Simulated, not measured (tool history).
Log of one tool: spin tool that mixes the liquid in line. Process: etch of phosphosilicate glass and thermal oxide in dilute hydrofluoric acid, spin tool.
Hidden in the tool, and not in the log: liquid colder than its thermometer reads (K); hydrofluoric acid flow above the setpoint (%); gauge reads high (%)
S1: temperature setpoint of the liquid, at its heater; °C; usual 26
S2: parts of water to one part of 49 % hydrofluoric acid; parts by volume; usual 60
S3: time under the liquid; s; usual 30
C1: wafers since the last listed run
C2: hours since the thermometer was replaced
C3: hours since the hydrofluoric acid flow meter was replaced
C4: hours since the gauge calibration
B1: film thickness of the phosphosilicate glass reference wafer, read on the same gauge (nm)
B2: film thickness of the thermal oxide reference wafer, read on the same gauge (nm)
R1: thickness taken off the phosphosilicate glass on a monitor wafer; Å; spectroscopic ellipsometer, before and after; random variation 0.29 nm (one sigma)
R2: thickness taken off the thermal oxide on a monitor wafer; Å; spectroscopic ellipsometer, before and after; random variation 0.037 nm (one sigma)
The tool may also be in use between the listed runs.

{"run": 1, "hour": 0.0, "S1": 26, "S2": 40, "S3": 30, "C1": 0, "C2": 982.8, "C3": 46.3, "C4": 830.1, "B1": 29.98, "B2": 139.991, "R1": 737.7, "R2": 39.02}
{"hour": 4.2, "done": "gauge calibrated"}
{"run": 2, "hour": 27.7, "S1": 26, "S2": 60, "S3": 30, "C1": 304, "C2": 1010.5, "C3": 74, "C4": 23.5, "B1": 29.98, "B2": 140.013, "R1": 481.5, "R2": 25.57}
{"run": 3, "hour": 60.3, "S1": 26, "S2": 60, "S3": 30, "C1": 358, "C2": 1043.1, "C3": 106.6, "C4": 56.1, "B1": 30.01, "B2": 139.996, "R1": 479.8, "R2": 25.82}
{"run": 4, "hour": 89.0, "S1": 26, "S2": 60, "S3": 30, "C1": 315, "C2": 1071.8, "C3": 135.3, "C4": 84.8, "B1": 30, "B2": 140.007, "R1": 478.8, "R2": 25.5}
{"run": 5, "hour": 105.3, "S1": 26, "S2": 60, "S3": 30, "C1": 179, "C2": 1088.1, "C3": 151.6, "C4": 101.1, "B1": 30.01, "B2": 140.003, "R1": 478.8, "R2": 24.77}
{"run": 6, "hour": 134.7, "S1": 21, "S2": 35, "S3": 30, "C1": 323, "C2": 1117.5, "C3": 181, "C4": 130.5, "B1": 30.02, "B2": 139.997, "R1": 681.5, "R2": 36.12}
{"run": 7, "hour": 154.8, "S1": 31, "S2": 30, "S3": 30, "C1": 221, "C2": 1137.6, "C3": 201.1, "C4": 150.6, "B1": 30, "B2": 140.005, "R1": 1242.2, "R2": 64.6}
{"run": 8, "hour": 184.4, "S1": 26, "S2": 50, "S3": 30, "C1": 325, "C2": 1167.2, "C3": 230.7, "C4": 180.2, "B1": 30, "B2": 140.023, "R1": 580.5, "R2": 31.56}
{"run": 9, "hour": 200.6, "S1": 27.5, "S2": 60, "S3": 35, "C1": 178, "C2": 1183.4, "C3": 246.9, "C4": 196.4, "B1": 29.98, "B2": 139.996, "R1": 599.4, "R2": 31.44}
{"run": 10, "hour": 222.6, "S1": 26, "S2": 35, "S3": 30, "C1": 242, "C2": 1205.4, "C3": 268.9, "C4": 218.4, "B1": 29.98, "B2": 139.986, "R1": 848.5, "R2": 45.31}
{"run": 11, "hour": 252.6, "S1": 22.5, "S2": 30, "S3": 30, "C1": 330, "C2": 1235.4, "C3": 298.9, "C4": 248.4, "B1": 29.98, "B2": 140.008, "R1": 860.4, "R2": 46.12}
{"run": 12, "hour": 272.7, "S1": 30, "S2": 60, "S3": 45, "C1": 221, "C2": 1255.5, "C3": 319, "C4": 268.5, "B1": 30, "B2": 139.993, "R1": 841.1, "R2": 44.32}
{"hour": 294.8, "done": "thermometer replaced"}
{"run": 13, "hour": 296.4, "S1": 30, "S2": 85, "S3": 40, "C1": 249, "C2": 1.6, "C3": 342.7, "C4": 292.2, "B1": 29.97, "B2": 140.027, "R1": 557.1, "R2": 30.3}
{"run": 14, "hour": 322.7, "S1": 26, "S2": 60, "S3": 30, "C1": 289, "C2": 27.9, "C3": 369, "C4": 318.5, "B1": 30.01, "B2": 140.016, "R1": 519.1, "R2": 27.07}
{"run": 15, "hour": 346.1, "S1": 26, "S2": 85, "S3": 35, "C1": 257, "C2": 51.3, "C3": 392.4, "C4": 341.9, "B1": 29.99, "B2": 140.016, "R1": 416.8, "R2": 21.71}
{"run": 16, "hour": 360.1, "S1": 28, "S2": 70, "S3": 30, "C1": 154, "C2": 65.3, "C3": 406.4, "C4": 355.9, "B1": 30.02, "B2": 139.996, "R1": 477.9, "R2": 25.62}
{"run": 17, "hour": 388.9, "S1": 29, "S2": 75, "S3": 40, "C1": 316, "C2": 94.1, "C3": 435.2, "C4": 384.7, "B1": 29.99, "B2": 139.977, "R1": 607.8, "R2": 32.83}
{"run": 18, "hour": 408.0, "S1": 26, "S2": 40, "S3": 30, "C1": 210, "C2": 113.2, "C3": 454.3, "C4": 403.8, "B1": 30.03, "B2": 140.019, "R1": 797.9, "R2": 42.06}
{"run": 19, "hour": 426.0, "S1": 26, "S2": 60, "S3": 30, "C1": 198, "C2": 131.2, "C3": 472.3, "C4": 421.8, "B1": 30.02, "B2": 139.999, "R1": 522.3, "R2": 27.41}
{"run": 20, "hour": 528.4, "S1": 23.5, "S2": 35, "S3": 30, "C1": 1126, "C2": 233.6, "C3": 574.7, "C4": 524.2, "B1": 29.99, "B2": 140.003, "R1": 831.1, "R2": 43.26}
{"run": 21, "hour": 547.4, "S1": 26, "S2": 75, "S3": 30, "C1": 209, "C2": 252.6, "C3": 593.7, "C4": 543.2, "B1": 29.99, "B2": 139.994, "R1": 409.5, "R2": 21.95}
{"run": 22, "hour": 582.4, "S1": 26, "S2": 60, "S3": 30, "C1": 385, "C2": 287.6, "C3": 628.7, "C4": 578.2, "B1": 30, "B2": 140.009, "R1": 514.8, "R2": 28.27}
{"run": 23, "hour": 611.2, "S1": 30.5, "S2": 75, "S3": 30, "C1": 316, "C2": 316.4, "C3": 657.5, "C4": 607, "B1": 30.03, "B2": 140.011, "R1": 485.5, "R2": 25.54}
{"run": 24, "hour": 645.3, "S1": 26, "S2": 60, "S3": 30, "C1": 375, "C2": 350.5, "C3": 691.6, "C4": 641.1, "B1": 29.99, "B2": 140.008, "R1": 520.3, "R2": 27}
{"run": 25, "hour": 662.4, "S1": 26, "S2": 60, "S3": 30, "C1": 188, "C2": 367.6, "C3": 708.7, "C4": 658.2, "B1": 29.96, "B2": 139.98, "R1": 513.5, "R2": 27.56}

5 ways to go on from here, each from the tool as it stands after run 25. What would each give?
{"run": "A", "hour": 662.8, "S1": 26, "S2": 60, "S3": 30, "C1": 4, "C2": 368, "C3": 709.1, "C4": 658.6, "B1": "?", "B2": "?", "R1": "?", "R2": "?"}
{"run": "B", "hour": 662.8, "S1": 27.5, "S2": 75, "S3": 40, "C1": 4, "C2": 368, "C3": 709.1, "C4": 658.6, "B1": "?", "B2": "?", "R1": "?", "R2": "?"}
{"run": "C", "hour": 662.8, "S1": 30, "S2": 60, "S3": 15, "C1": 4, "C2": 368, "C3": 709.1, "C4": 658.6, "B1": "?", "B2": "?", "R1": "?", "R2": "?"}
{"run": "D", "hour": 662.8, "S1": 26, "S2": 85, "S3": 30, "C1": 4, "C2": 368, "C3": 709.1, "C4": 658.6, "B1": "?", "B2": "?", "R1": "?", "R2": "?"}
{"run": "E", "hour": 662.8, "S1": 30.5, "S2": 85, "S3": 45, "C1": 4, "C2": 368, "C3": 709.1, "C4": 658.6, "B1": "?", "B2": "?", "R1": "?", "R2": "?"}

run=A B1=29.97 B2=139.991 R1=512.2 R2=27.66
run=B B1=29.97 B2=139.991 R1=568.6 R2=30.7
run=C B1=29.97 B2=139.991 R1=300.3 R2=16.21
run=D B1=29.97 B2=139.991 R1=350 R2=18.9
run=E B1=29.97 B2=139.991 R1=625.3 R2=33.77
Without the tool's hidden state the same runs would have given:
run=A R1=511.3 R2=27.61
run=B R1=567 R2=30.62
run=C R1=299.4 R2=16.17
run=D R1=349 R2=18.85
run=E R1=622.8 R2=33.63

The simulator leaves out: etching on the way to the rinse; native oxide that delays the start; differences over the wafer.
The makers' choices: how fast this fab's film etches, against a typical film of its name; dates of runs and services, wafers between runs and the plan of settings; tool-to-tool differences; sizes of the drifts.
